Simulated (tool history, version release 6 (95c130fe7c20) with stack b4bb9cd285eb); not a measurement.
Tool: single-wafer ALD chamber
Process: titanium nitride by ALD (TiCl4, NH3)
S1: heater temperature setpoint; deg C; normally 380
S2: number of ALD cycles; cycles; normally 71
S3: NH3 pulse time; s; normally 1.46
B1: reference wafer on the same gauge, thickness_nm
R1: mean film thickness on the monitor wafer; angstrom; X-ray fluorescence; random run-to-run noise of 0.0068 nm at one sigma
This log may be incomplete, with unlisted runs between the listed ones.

run,hour,S1,S2,S3,B1,R1
1,0.0,375,71,1.46,1.719,14.31
2,44.7,375,71,1.46,1.719,14.24
3,81.6,375,71,1.46,1.717,14.27
4,122.8,380,77,1.46,1.717,15.58
5,224.5,380,77,1.46,1.713,15.54
6,335.9,374,71,1.46,1.711,14.14
7,404.3,374,71,1.71,1.707,14.35
8,431.1,390,71,1.46,1.708,14.51
9,494.2,390,71,1.46,1.707,14.45
10,554.4,390,71,1.46,1.703,14.49
11,580.6,380,71,1.46,1.704,14.31
# hour 617.2: thermocouple changed; heater temperature recalibrated
12,617.7,380,71,1.46,1.702,14.24
13,667.3,380,71,1.32,1.702,14.15
# hour 708.6: showerhead replaced
14,737.2,380,71,1.46,1.698,14.13
# hour 755.0: gauge calibrated
15,768.5,380,71,1.46,1.753,14.69
16,812.5,380,71,1.46,1.751,14.65
17,878.8,370,71,1.30,1.749,14.09
18,906.9,388,71,1.46,1.748,14.71
19,938.7,373,71,1.83,1.748,14.68
20,993.1,386,83,1.04,1.745,16.62
21,1048.3,371,71,1.81,1.743,14.67
22,1094.4,380,71,1.46,1.743,14.52
23,1157.7,391,71,1.22,1.742,14.64
24,1219.6,371,71,1.81,1.739,14.66
25,1283.9,380,66,1.46,1.738,13.46
26,1327.5,380,71,1.46,1.735,14.56
27,1361.8,380,71,1.65,1.735,14.67
28,1417.3,380,63,1.13,1.733,12.49
29,1604.9,373,71,1.46,1.727,14.39

Some steps in R1 between neighbouring runs. How much of each would the tool show without its hidden state too (settings, what came in, random variation), and how much is left for the hidden state, with any gauge scatter that isn't in both results?
The hidden state here: wafer temperature above the value expected at the setpoint (K); gauge reads high (%).
Run 14 -> 15: gauge calibrated. R1 +0.56 angstrom: hidden state +0.43, all else +0.13.
Run 20 -> 21: S1 386 -> 371, S2 83 -> 71, S3 1.04 -> 1.81. R1 -1.95 angstrom: hidden state +0.01, all else -1.96.
Run 27 -> 28: S2 71 -> 63, S3 1.65 -> 1.13. R1 -2.18 angstrom: hidden state +0.01, all else -2.19.
Run 28 -> 29: S1 380 -> 373, S2 63 -> 71, S3 1.13 -> 1.46. R1 +1.90 angstrom: hidden state -0.07, all else +1.97.
